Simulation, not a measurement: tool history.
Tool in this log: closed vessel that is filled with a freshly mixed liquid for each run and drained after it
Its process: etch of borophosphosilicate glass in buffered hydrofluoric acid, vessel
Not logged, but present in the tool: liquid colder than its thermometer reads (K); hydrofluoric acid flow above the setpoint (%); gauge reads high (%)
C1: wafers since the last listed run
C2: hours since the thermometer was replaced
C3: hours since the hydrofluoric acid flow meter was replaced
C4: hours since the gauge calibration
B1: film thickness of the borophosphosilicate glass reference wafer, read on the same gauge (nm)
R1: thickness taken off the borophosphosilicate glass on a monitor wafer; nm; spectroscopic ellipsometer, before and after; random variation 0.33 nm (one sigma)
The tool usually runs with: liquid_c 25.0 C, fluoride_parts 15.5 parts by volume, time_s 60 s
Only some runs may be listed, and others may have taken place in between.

Run 1, hour 0.0: usual settings but time_s 40 s; C1 0; C2 1663.1; C3 1305.7; C4 1051.7; B1 60.01. Result: R1 71.02 nm.
Run 2, hour 29.3: usual settings but fluoride_parts 12.0 parts by volume; C1 1993; C2 1692.4; C3 1335.0; C4 1081.0; B1 59.99. Result: R1 138.17 nm.
Run 3, hour 86.5: usual settings; C1 3891; C2 1749.6; C3 1392.2; C4 1138.2; B1 59.97. Result: R1 105.89 nm.
Run 4, hour 116.4: usual settings; C1 2034; C2 1779.5; C3 1422.1; C4 1168.1; B1 59.99. Result: R1 106.57 nm.
Run 5, hour 179.8: usual settings; C1 4313; C2 1842.9; C3 1485.5; C4 1231.5; B1 60.02. Result: R1 106.43 nm.
Run 6, hour 226.3: usual settings but fluoride_parts 13.5 parts by volume; C1 3163; C2 1889.4; C3 1532.0; C4 1278.0; B1 59.99. Result: R1 123.05 nm.
Run 7, hour 294.3: usual settings but fluoride_parts 13.5 parts by volume; C1 4626; C2 1957.4; C3 1600.0; C4 1346.0; B1 60.02. Result: R1 122.77 nm.
At hour 324.6: gauge calibrated.
Run 8, hour 329.6: usual settings but fluoride_parts 17.5 parts by volume; C1 2401; C2 1992.7; C3 1635.3; C4 5.0; B1 59.98. Result: R1 95.20 nm.
Run 9, hour 364.5: usual settings; C1 2374; C2 2027.6; C3 1670.2; C4 39.9; B1 59.99. Result: R1 107.06 nm.
At hour 375.3: thermometer replaced.
Run 10, hour 394.9: usual settings; C1 2000; C2 19.6; C3 1700.6; C4 70.3; B1 59.94. Result: R1 107.18 nm.
Run 11, hour 449.2: usual settings; C1 3694; C2 73.9; C3 1754.9; C4 124.6; B1 60.00. Result: R1 107.15 nm.
Run 12, hour 515.2: usual settings but liquid_c 22.5 C; C1 4490; C2 139.9; C3 1820.9; C4 190.6; B1 59.98. Result: R1 93.76 nm.
Run 13, hour 569.2: usual settings but liquid_c 21.5 C, time_s 85 s; C1 3674; C2 193.9; C3 1874.9; C4 244.6; B1 60.00. Result: R1 125.95 nm.
Run 14, hour 623.6: usual settings but time_s 85 s; C1 3701; C2 248.3; C3 1929.3; C4 299.0; B1 59.98. Result: R1 152.39 nm.
Run 15, hour 652.2: usual settings but liquid_c 23.0 C, time_s 45 s; C1 1945; C2 276.9; C3 1957.9; C4 327.6; B1 60.00. Result: R1 72.34 nm.
Run 16, hour 699.8: usual settings but time_s 85 s; C1 3238; C2 324.5; C3 2005.5; C4 375.2; B1 59.97. Result: R1 151.70 nm.
Run 17, hour 732.7: usual settings; C1 2238; C2 357.4; C3 2038.4; C4 408.1; B1 60.02. Result: R1 107.73 nm.

For run 18, what comes out?
At hour 753.5: hydrofluoric acid flow meter replaced.
Run 18, hour 777.0: usual settings but liquid_c 20.5 C, time_s 45 s; C1 2946; C2 401.7; C3 23.5; C4 452.4; B1 ?. Result: R1 ?.

{"run 18": {"B1": 59.96, "R1": 61.46}}
With no hidden state in the tool, this same run would have given R1 61.27 nm.

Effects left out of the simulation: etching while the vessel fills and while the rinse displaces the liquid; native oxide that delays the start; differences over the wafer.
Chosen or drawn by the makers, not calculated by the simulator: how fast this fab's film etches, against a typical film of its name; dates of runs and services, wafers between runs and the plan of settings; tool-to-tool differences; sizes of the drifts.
